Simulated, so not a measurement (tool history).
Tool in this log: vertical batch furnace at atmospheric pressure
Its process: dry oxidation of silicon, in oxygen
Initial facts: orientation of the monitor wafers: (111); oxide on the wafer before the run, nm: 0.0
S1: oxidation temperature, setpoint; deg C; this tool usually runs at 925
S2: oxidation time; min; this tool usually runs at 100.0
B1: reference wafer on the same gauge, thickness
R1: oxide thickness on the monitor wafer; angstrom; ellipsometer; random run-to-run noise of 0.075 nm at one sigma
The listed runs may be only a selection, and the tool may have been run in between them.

run,hour,S1,S2,B1,R1
1,0.0,919,100.0,59.81,491.6
2,16.6,919,100.0,59.79,490.7
3,39.2,919,100.0,59.81,490.7
4,62.4,925,100.0,59.80,518.6
5,77.2,925,100.0,59.78,521.7
6,96.9,925,100.0,59.78,520.1
7,110.6,925,100.0,59.82,520.3
8,131.0,925,86.0,59.78,467.1
9,143.9,925,126.0,59.82,611.3
10,155.3,925,100.0,59.76,521.2
11,164.3,941,100.0,59.85,597.0
12,179.5,941,100.0,59.78,596.3
13,202.1,941,100.0,59.83,597.3
14,210.8,925,100.0,59.82,520.4
15,223.9,925,100.0,59.83,522.6
16,241.5,925,100.0,59.80,522.4
17,262.5,925,100.0,59.79,522.0
18,279.6,925,100.0,59.80,521.4
# hour 293.3: gauge calibrated
19,303.2,925,100.0,59.79,521.8
20,328.3,925,100.0,59.79,522.5
# hour 362.0: boat lift adjusted
# hour 385.2: thermocouples replaced and temperature profile calibrated
21,385.7,919,100.0,59.80,475.7
22,391.6,925,100.0,59.83,505.8
23,397.6,934,85.5,59.81,490.3
24,403.6,935,58.5,59.76,380.2
25,411.3,919,100.0,59.81,476.3
26,431.3,910,78.0,59.82,366.1
27,446.7,925,121.0,59.77,578.5
28,466.7,912,51.5,59.80,280.5
29,482.4,925,100.0,59.80,504.0
30,493.8,940,123.5,59.84,665.6
31,508.3,917,146.5,59.79,610.4
32,525.3,925,100.0,59.80,505.6
33,536.1,925,100.0,59.83,505.3
34,557.7,925,100.0,59.83,504.3
35,573.1,936,63.5,59.83,406.1
36,581.8,943,129.0,59.82,703.1
37,607.7,925,100.0,59.81,505.4
38,620.4,906,115.5,59.80,462.8
39,638.4,932,78.0,59.82,452.6
40,657.7,917,134.5,59.79,576.3

Branching from run 40: 3 alternative next runs. What would each branch give?
A,663.8,903,100.0,?,?
B,663.8,937,100.0,?,?
C,663.8,925,61.5,?,?

run,B1,R1
A,59.83,405.3
B,59.83,560.6
C,59.83,359.5
Had the tool no hidden state, the same runs would have come out as:
run,R1
A,402.1
B,556.8
C,356.9
